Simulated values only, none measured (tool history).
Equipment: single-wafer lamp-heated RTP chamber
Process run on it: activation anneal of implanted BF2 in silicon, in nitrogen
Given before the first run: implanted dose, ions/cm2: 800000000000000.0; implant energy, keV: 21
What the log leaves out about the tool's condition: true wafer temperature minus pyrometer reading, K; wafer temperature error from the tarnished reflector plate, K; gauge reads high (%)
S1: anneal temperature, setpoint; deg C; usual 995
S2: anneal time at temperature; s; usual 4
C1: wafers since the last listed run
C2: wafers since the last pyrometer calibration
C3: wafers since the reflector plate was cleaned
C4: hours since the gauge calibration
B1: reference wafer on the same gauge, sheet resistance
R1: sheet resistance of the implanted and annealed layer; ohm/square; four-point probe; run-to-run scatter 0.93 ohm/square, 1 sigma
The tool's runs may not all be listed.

run 1 hour=0.0 | S1=995 S2=4 | C1=0 C2=1417 C3=3758 C4=259.6 | B1=170.02 | R1=197.40
run 2 hour=10.8 | S1=995 S2=3 | C1=175 C2=1593 C3=3934 C4=270.4 | B1=170.07 | R1=202.06
run 3 hour=24.5 | S1=995 S2=4 | C1=223 C2=1816 C3=4157 C4=284.1 | B1=170.01 | R1=196.03
-- hour=38.1 pyrometer window cleaned and pyrometer calibrated
run 4 hour=38.6 | S1=995 S2=4 | C1=99 C2=8 C3=4257 C4=298.2 | B1=169.90 | R1=196.61
run 5 hour=63.5 | S1=995 S2=4 | C1=405 C2=414 C3=4662 C4=323.1 | B1=169.82 | R1=195.22
run 6 hour=76.1 | S1=995 S2=6 | C1=205 C2=619 C3=4868 C4=335.7 | B1=169.91 | R1=191.58
run 7 hour=92.5 | S1=995 S2=6 | C1=267 C2=886 C3=5135 C4=352.1 | B1=170.00 | R1=189.81
run 8 hour=99.0 | S1=995 S2=6 | C1=105 C2=992 C3=5241 C4=358.6 | B1=169.86 | R1=190.98
run 9 hour=116.4 | S1=995 S2=4 | C1=283 C2=1276 C3=5524 C4=376.0 | B1=170.03 | R1=195.49
-- hour=126.1 gauge calibrated
run 10 hour=130.4 | S1=976 S2=4 | C1=228 C2=1504 C3=5753 C4=4.3 | B1=169.93 | R1=213.31
-- hour=139.0 pyrometer window cleaned and pyrometer calibrated
run 11 hour=147.5 | S1=979 S2=4 | C1=148 C2=138 C3=5901 C4=21.4 | B1=169.94 | R1=210.16
run 12 hour=162.5 | S1=995 S2=4 | C1=244 C2=383 C3=6145 C4=36.4 | B1=169.97 | R1=195.72
run 13 hour=168.8 | S1=995 S2=4 | C1=102 C2=485 C3=6248 C4=42.7 | B1=169.77 | R1=195.12
run 14 hour=180.2 | S1=995 S2=4 | C1=185 C2=671 C3=6434 C4=54.1 | B1=170.02 | R1=194.49
run 15 hour=187.9 | S1=995 S2=4 | C1=125 C2=797 C3=6559 C4=61.8 | B1=169.97 | R1=193.73
run 16 hour=202.2 | S1=995 S2=4 | C1=233 C2=1030 C3=6792 C4=76.1 | B1=169.89 | R1=194.72
-- hour=219.4 reflector plate cleaned
run 17 hour=219.9 | S1=995 S2=4 | C1=158 C2=1188 C3=7 C4=93.8 | B1=170.09 | R1=201.55
-- hour=237.8 pyrometer window cleaned and pyrometer calibrated
run 18 hour=238.3 | S1=986 S2=4 | C1=169 C2=8 C3=177 C4=112.2 | B1=169.95 | R1=209.09
run 19 hour=242.2 | S1=1015 S2=4 | C1=63 C2=72 C3=241 C4=116.1 | B1=169.84 | R1=183.45
run 20 hour=259.2 | S1=1014 S2=4 | C1=277 C2=349 C3=518 C4=133.1 | B1=169.97 | R1=186.09
run 21 hour=274.4 | S1=983 S2=4 | C1=247 C2=597 C3=765 C4=148.3 | B1=169.97 | R1=211.80
run 22 hour=287.3 | S1=995 S2=4 | C1=210 C2=807 C3=975 C4=161.2 | B1=169.92 | R1=200.97
run 23 hour=303.7 | S1=995 S2=4 | C1=267 C2=1074 C3=1243 C4=177.6 | B1=170.07 | R1=200.93
run 24 hour=343.7 | S1=1010 S2=6 | C1=651 C2=1726 C3=1895 C4=217.6 | B1=170.15 | R1=181.95
-- hour=358.8 pyrometer window cleaned and pyrometer calibrated
run 25 hour=359.3 | S1=966 S2=3 | C1=123 C2=8 C3=2018 C4=233.2 | B1=169.85 | R1=231.24
run 26 hour=372.9 | S1=967 S2=6 | C1=221 C2=230 C3=2240 C4=246.8 | B1=169.98 | R1=221.33
run 27 hour=383.4 | S1=995 S2=4 | C1=171 C2=401 C3=2411 C4=257.3 | B1=170.06 | R1=198.88
run 28 hour=394.2 | S1=976 S2=5 | C1=175 C2=577 C3=2587 C4=268.1 | B1=170.09 | R1=213.86
run 29 hour=405.7 | S1=973 S2=3 | C1=187 C2=764 C3=2775 C4=279.6 | B1=170.08 | R1=221.16
run 30 hour=420.5 | S1=995 S2=4 | C1=241 C2=1006 C3=3016 C4=294.4 | B1=170.10 | R1=195.91
run 31 hour=438.2 | S1=1012 S2=3 | C1=288 C2=1294 C3=3304 C4=312.1 | B1=169.95 | R1=188.72
-- hour=459.7 pyrometer window cleaned and pyrometer calibrated
run 32 hour=460.2 | S1=1013 S2=3 | C1=228 C2=8 C3=3532 C4=334.1 | B1=170.05 | R1=187.65
run 33 hour=469.0 | S1=995 S2=4 | C1=143 C2=152 C3=3676 C4=342.9 | B1=169.90 | R1=198.61
run 34 hour=482.9 | S1=968 S2=4 | C1=226 C2=378 C3=3902 C4=356.8 | B1=170.15 | R1=224.15
run 35 hour=495.6 | S1=1021 S2=6 | C1=206 C2=585 C3=4109 C4=369.5 | B1=169.86 | R1=171.72
run 36 hour=508.8 | S1=1018 S2=5 | C1=215 C2=800 C3=4324 C4=382.7 | B1=169.86 | R1=176.74

Hidden state, per run?
true wafer temperature minus pyrometer reading, K: 0 at every run
gauge reads high (%): 0 at every run
H1: wafer temperature error from the tarnished reflector plate, K
run=1 H1=4.55
run=2 H1=4.75
run=3 H1=5
run=4 H1=5.25
run=5 H1=5.7
run=6 H1=5.92
run=7 H1=6.22
run=8 H1=6.34
run=9 H1=6.65
run=10 H1=6.9
run=11 H1=7.21
run=12 H1=7.48
run=13 H1=7.59
run=14 H1=7.8
run=15 H1=7.93
run=16 H1=8.19
run=17 H1=0.636
run=18 H1=0.967
run=19 H1=1.04
run=20 H1=1.34
run=21 H1=1.62
run=22 H1=1.85
run=23 H1=2.14
run=24 H1=2.86
run=25 H1=3.14
run=26 H1=3.39
run=27 H1=3.58
run=28 H1=3.77
run=29 H1=3.98
run=30 H1=4.24
run=31 H1=4.56
run=32 H1=4.96
run=33 H1=5.12
run=34 H1=5.37
run=35 H1=5.59
run=36 H1=5.83
